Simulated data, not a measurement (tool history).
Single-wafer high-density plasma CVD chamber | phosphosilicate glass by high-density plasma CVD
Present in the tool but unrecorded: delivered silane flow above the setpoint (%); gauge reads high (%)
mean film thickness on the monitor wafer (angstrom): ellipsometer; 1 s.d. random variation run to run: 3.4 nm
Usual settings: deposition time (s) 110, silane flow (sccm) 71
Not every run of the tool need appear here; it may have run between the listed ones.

run,hour,deposition time (s),silane flow (sccm),wafers since the last listed run,hours since the silane flow controller was replaced,hours since the gauge calibration,"read-back reference wafer on the same gauge, thickness_nm",mean film thickness on the monitor wafer (angstrom)
1,0.0,115,71,0,2730.4,648.4,779.552,9024.99
2,55.2,115,71,649,2785.6,703.6,780.163,8974.39
3,133.5,115,71,921,2863.9,781.9,779.042,8956.87
4,220.2,110,71,1020,2950.6,868.6,778.891,8537.56
5,305.8,110,71,1007,3036.2,954.2,778.653,8532.26
6,470.1,96,66,1934,3200.5,1118.5,779.678,7101.57
7,524.7,110,71,642,3255.1,1173.1,778.398,8579.09
8,601.0,110,71,898,3331.4,1249.4,778.014,8553.11
9,641.4,110,71,475,3371.8,1289.8,778.659,8549.45
10,721.9,110,71,947,3452.3,1370.3,778.776,8551.58
11,824.7,110,71,1210,3555.1,1473.1,778.562,8494.78
12,898.9,110,71,873,3629.3,1547.3,778.064,8465.92
13,1006.5,110,71,1266,3736.9,1654.9,779.353,8530.85
14,1067.7,94,78,720,3798.1,1716.1,779.062,7736.49
15,1168.9,94,78,1191,3899.3,1817.3,778.878,7724.52
16,1240.4,94,78,841,3970.8,1888.8,779.509,7718.68
17,1327.1,110,71,1020,4057.5,1975.5,779.060,8478.41
18,1372.5,110,71,534,4102.9,2020.9,780.190,8411.26
19,1453.3,120,67,951,4183.7,2101.7,780.105,8848.99
20,1505.6,127,60,615,4236.0,2154.0,779.329,8733.63
21,1555.4,95,59,586,4285.8,2203.8,779.507,6450.17
22,1645.6,115,71,1062,4376.0,2294.0,778.849,8786.42
23,1701.2,126,83,654,4431.6,2349.6,778.872,10695.14
24,1784.1,110,58,976,4514.5,2432.5,779.272,7359.40
25,1871.3,97,77,1026,4601.7,2519.7,778.205,7798.14
26,2119.3,121,71,2920,4849.7,2767.7,778.964,9190.40
27,2213.6,110,71,1110,4944.0,2862.0,779.248,8369.75
28,2255.9,110,58,498,4986.3,2904.3,778.195,7320.91
# hour 2280.2: silane flow controller replaced
29,2324.7,90,63,715,44.5,2973.1,779.540,6420.38
# hour 2325.0: gauge calibrated
30,2545.1,97,77,2595,264.9,220.1,779.684,7998.73

For run 31, what comes out?
31,2632.7,110,71,1031,352.5,307.7,?,?

{"run 31": {"read-back reference wafer on the same gauge, thickness_nm": 779.444, "mean film thickness on the monitor wafer (angstrom)": 8502.61}}
Take away the tool's hidden state, keep the run-to-run variation as it was, and the same run would have given mean film thickness on the monitor wafer (angstrom) 8585.25.
